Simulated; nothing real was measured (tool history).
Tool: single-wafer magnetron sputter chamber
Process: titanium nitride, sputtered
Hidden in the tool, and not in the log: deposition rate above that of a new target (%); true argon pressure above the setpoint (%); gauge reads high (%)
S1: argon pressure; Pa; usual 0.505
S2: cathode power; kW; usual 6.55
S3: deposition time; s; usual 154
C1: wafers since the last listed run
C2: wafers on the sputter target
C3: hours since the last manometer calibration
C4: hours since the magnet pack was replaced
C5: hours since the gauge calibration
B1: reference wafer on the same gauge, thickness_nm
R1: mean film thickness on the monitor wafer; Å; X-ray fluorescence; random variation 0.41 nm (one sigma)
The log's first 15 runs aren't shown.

run	day	S1	S2	S3	C1	C2	C3	C4	C5	B1	R1
16	7.008	0.505	6.05	129	19	1483	31.5	3.4	394.6	147.025	1434.74
17	7.329	0.685	4.95	133	52	1535	39.2	11.1	402.3	146.977	1188.06
18	8.062	0.505	6.55	154	119	1654	56.8	28.7	419.9	146.851	1808.66
19	8.454	0.505	6.55	174	63	1718	66.2	38.1	429.3	147.095	2048.47
20	9.108	0.391	6.55	154	106	1824	81.9	53.8	445	146.904	1895.67
21	9.775	0.611	5.1	145	108	1933	97.9	69.8	461	147.033	1352.19
22	10.467	0.634	7.45	179	112	2045	114.5	86.4	477.6	147.052	2208.43
23	10.925	0.436	5.7	174	74	2120	125.5	97.4	488.6	146.916	1890.18
24	12.092	0.703	6.55	154	189	2309	153.5	125.4	516.6	146.85	1657.17
# day 12.662: gauge calibrated
# day 12.896: sputter target and shields replaced
25	12.917	0.505	6.55	135	79	3	173.3	145.2	6.1	146.915	1575.96
26	13.454	0.505	6.55	154	87	90	186.2	158.1	19	147.02	1794.09
27	14.183	0.505	6.55	134	118	209	203.7	175.6	36.5	147.004	1560.61
28	14.596	0.382	7.25	178	67	276	213.6	185.5	46.4	147.067	2368.21
29	15.179	0.505	7.65	154	94	371	227.6	199.5	60.4	146.968	2032.25
30	15.762	0.69	6.55	154	94	465	241.6	213.5	74.4	147.041	1656.3
31	16.092	0.609	6.55	137	53	519	249.5	221.4	82.3	147.08	1532.41
32	16.754	0.505	6.55	173	107	627	265.4	237.3	98.2	147.124	2008.59
33	17.192	0.505	6.55	154	71	698	275.9	247.8	108.7	146.977	1792.35
34	17.812	0.505	6.55	154	100	798	290.8	262.7	123.6	146.878	1779.86
35	18.562	0.4	7.75	172	121	920	308.8	280.7	141.6	147.016	2396.73

4 ways to go on from here, each from the tool as it stands after run 35. What would each give?
A	18.579	0.505	6.55	154	2	923	309.2	281.1	142	?	?
B	18.579	0.383	7.15	154	2	923	309.2	281.1	142	?	?
C	18.579	0.505	8	154	2	923	309.2	281.1	142	?	?
D	18.579	0.576	4.95	181	2	923	309.2	281.1	142	?	?

run	B1	R1
A	146.96	1791.87
B	146.96	2024.82
C	146.96	2098.48
D	146.96	1656.55
Without the tool's hidden state the same runs would have given:
run	R1
A	1823.21
B	2051.23
C	2135.18
D	1689.68

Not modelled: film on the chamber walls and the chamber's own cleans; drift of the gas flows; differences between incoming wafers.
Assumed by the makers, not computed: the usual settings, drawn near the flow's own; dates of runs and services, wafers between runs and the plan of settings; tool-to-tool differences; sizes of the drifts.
